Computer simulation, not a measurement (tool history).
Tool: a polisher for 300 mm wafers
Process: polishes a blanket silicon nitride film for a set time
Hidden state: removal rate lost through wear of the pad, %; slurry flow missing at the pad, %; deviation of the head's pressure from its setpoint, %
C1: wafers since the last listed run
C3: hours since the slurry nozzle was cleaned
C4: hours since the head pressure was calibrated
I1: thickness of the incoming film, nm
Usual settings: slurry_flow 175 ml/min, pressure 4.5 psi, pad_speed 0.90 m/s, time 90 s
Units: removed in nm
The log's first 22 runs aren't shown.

Run 23, hour 262.2: usual settings but slurry_flow 160 ml/min, pad_speed 1.02 m/s; C1 93; wafers polished on this pad 234; C3 904.0; C4 135.5; I1 667.8. Result: removed 230.5 nm.
Run 24, hour 290.4: usual settings but slurry_flow 215 ml/min, pressure 5.0 psi, time 79 s; C1 287; wafers polished on this pad 521; C3 932.2; C4 163.7; I1 683.4. Result: removed 209.9 nm.
Run 25, hour 298.9: usual settings but slurry_flow 120 ml/min, pad_speed 0.60 m/s; C1 86; wafers polished on this pad 607; C3 940.7; C4 172.2; I1 683.4. Result: removed 138.5 nm.
Run 26, hour 308.1: usual settings but pressure 3.8 psi, time 114 s; C1 93; wafers polished on this pad 701; C3 949.9; C4 181.4; I1 687.5. Result: removed 221.7 nm.
At hour 314.8: slurry nozzle cleaned.
Run 27, hour 317.1: usual settings but pad_speed 0.98 m/s, time 63 s; C1 81; wafers polished on this pad 782; C3 2.3; C4 190.4; I1 680.6. Result: removed 154.2 nm.
Run 28, hour 325.8: usual settings but pressure 5.3 psi, pad_speed 0.74 m/s; C1 88; wafers polished on this pad 871; C3 11.0; C4 199.1; I1 678.2. Result: removed 207.8 nm.
At hour 334.1: worn pad replaced by a new one.
Run 29, hour 358.8: usual settings but slurry_flow 215 ml/min, pressure 3.9 psi, time 73 s; C1 295; wafers polished on this pad 251; C3 44.0; C4 232.1; I1 680.7. Result: removed 151.6 nm.
At hour 407.2: worn pad replaced by a new one.
Run 30, hour 407.7: usual settings; C1 457; wafers polished on this pad 5; C3 92.9; C4 281.0; I1 669.7. Result: removed 220.3 nm.
Run 31, hour 411.4: usual settings but pad_speed 0.62 m/s; C1 37; wafers polished on this pad 42; C3 96.6; C4 284.7; I1 688.7. Result: removed 163.9 nm.
Run 32, hour 422.0: usual settings; C1 107; wafers polished on this pad 150; C3 107.2; C4 295.3; I1 679.1. Result: removed 214.2 nm.

4 ways to go on from here, each from the tool as it stands after run 32. What would each give?
Run A, hour 422.5: usual settings but slurry_flow 145 ml/min; C1 5; wafers polished on this pad 155; C3 107.7; C4 295.8; I1 676.8. Result: removed ?.
Run B, hour 422.5: usual settings but slurry_flow 205 ml/min, pad_speed 0.78 m/s, time 117 s; C1 5; wafers polished on this pad 155; C3 107.7; C4 295.8; I1 676.8. Result: removed ?.
Run C, hour 422.5: usual settings but slurry_flow 115 ml/min, pad_speed 0.76 m/s; C1 5; wafers polished on this pad 155; C3 107.7; C4 295.8; I1 676.8. Result: removed ?.
Run D, hour 422.5: usual settings but slurry_flow 130 ml/min, pressure 6.0 psi; C1 5; wafers polished on this pad 155; C3 107.7; C4 295.8; I1 676.8. Result: removed ?.

run  removed
  A    205.2
  B    252.1
  C    169.8
  D    267.2
Without the tool's hidden state the same runs would have given:
run  removed
  A    212.3
  B    260.8
  C    175.7
  D    276.4

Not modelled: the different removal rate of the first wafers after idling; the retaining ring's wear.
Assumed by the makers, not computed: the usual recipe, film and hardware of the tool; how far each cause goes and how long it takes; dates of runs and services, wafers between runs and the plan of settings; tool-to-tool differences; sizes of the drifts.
